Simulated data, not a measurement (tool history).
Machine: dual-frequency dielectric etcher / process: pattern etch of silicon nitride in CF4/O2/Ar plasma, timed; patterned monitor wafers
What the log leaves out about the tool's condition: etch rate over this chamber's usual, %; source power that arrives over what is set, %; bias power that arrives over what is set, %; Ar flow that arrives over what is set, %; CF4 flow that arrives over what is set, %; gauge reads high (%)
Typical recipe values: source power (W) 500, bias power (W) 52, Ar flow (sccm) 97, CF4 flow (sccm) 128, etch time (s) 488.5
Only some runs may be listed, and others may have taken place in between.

run,hour,source power (W),bias power (W),Ar flow (sccm),CF4 flow (sccm),etch time (s),wafers since the last listed run,hours since the last wet clean,hours since the last source power generator calibration,hours since the last bias power generator calibration,hours since the last Ar flow controller change,hours since the last CF4 flow controller change,hours since the last upper electrode change,hours since the gauge calibration,"read-back reference wafer on the same gauge, depth_nm",mean etch depth across the wafer (Å)
1,0,500,52,105,128,488.5,0,289,1612.8,2762.8,2461.4,2848.3,2504,346.5,1138.5,10136
2,43.8,500,52,97,128,488.5,112,332.8,1656.6,2806.6,2505.2,2892.1,2547.8,390.3,1139.8,10200
3,110.7,500,52,97,128,488.5,171,399.7,1723.5,2873.5,2572.1,2959,2614.7,457.2,1140.8,10245
4,241.7,500,52,97,128,488.5,335,530.7,1854.5,3004.5,2703.1,3090,2745.7,588.2,1141.4,10240
# hour 291.4: wet clean of the chamber
5,301.6,500,52,97,128,488.5,91,10.2,1914.4,3064.4,2763,3149.9,2805.6,648.1,1140.2,10238
# hour 323.8: source power generator calibrated
6,350.3,500,52,97,128,488.5,114,58.9,26.5,3113.1,2811.7,3198.6,2854.3,696.8,1140.6,10594
7,377.1,500,52,97,128,488.5,68,85.7,53.3,3139.9,2838.5,3225.4,2881.1,723.6,1141,10569
8,423.6,500,52,97,128,488.5,119,132.2,99.8,3186.4,2885,3271.9,2927.6,770.1,1140.7,10541
# hour 463.7: bias power generator calibrated
# hour 482.7: Ar flow controller replaced
9,492.7,500,52,97,128,488.5,151,201.3,168.9,29,10,3341,2996.7,839.2,1138.6,10527
10,536.3,500,52,97,128,488.5,111,244.9,212.5,72.6,53.6,3384.6,3040.3,882.8,1139.3,10622
11,596.8,460,62,97,118,488.5,154,305.4,273,133.1,114.1,3445.1,3100.8,943.3,1141.5,10362
12,622.3,500,52,107,111,488.5,65,330.9,298.5,158.6,139.6,3470.6,3126.3,968.8,1141.7,10329
# hour 656.4: upper electrode replaced
13,656.9,530,60,109,128,488.5,27,365.5,333.1,193.2,174.2,3505.2,0.5,1003.4,1140.6,11269
# hour 690.9: CF4 flow controller replaced
14,691.4,500,52,78,128,488.5,72,400,367.6,227.7,208.7,0.5,35,1037.9,1137.4,10947
15,729.5,500,52,97,128,488.5,97,438.1,405.7,265.8,246.8,38.6,73.1,1076,1141,10461
# hour 737.1: gauge calibrated
16,767.2,500,57,97,105,585.5,96,475.8,443.4,303.5,284.5,76.3,110.8,30.1,1140.1,12851
17,819,460,52,85,150,591,132,527.6,495.2,355.3,336.3,128.1,162.6,81.9,1139.5,12243
18,847.1,500,47,97,128,488.5,71,555.7,523.3,383.4,364.4,156.2,190.7,110,1140.5,10264
19,896.3,500,47,97,128,488.5,125,604.9,572.5,432.6,413.6,205.4,239.9,159.2,1138.6,10232
# hour 944.5: wet clean of the chamber
20,952.4,400,47,113,156,488.5,82,7.9,628.6,488.7,469.7,261.5,296,215.3,1138.9,8523

Each row is a separate what-if for the run after 20, all from the same tool condition, not one after another. Results?
A,953,500,52,97,128,488.5,1,8.5,629.2,489.3,470.3,262.1,296.6,215.9,?,?
B,953,500,44,97,128,488.5,1,8.5,629.2,489.3,470.3,262.1,296.6,215.9,?,?
C,953,430,52,115,97,439.5,1,8.5,629.2,489.3,470.3,262.1,296.6,215.9,?,?

run,"read-back reference wafer on the same gauge, depth_nm",mean etch depth across the wafer (Å)
A,1139,10476
B,1139,10024
C,1139,7972
Without the tool's hidden state the same runs would have given:
run,mean etch depth across the wafer (Å)
A,10570
B,10114
C,8043
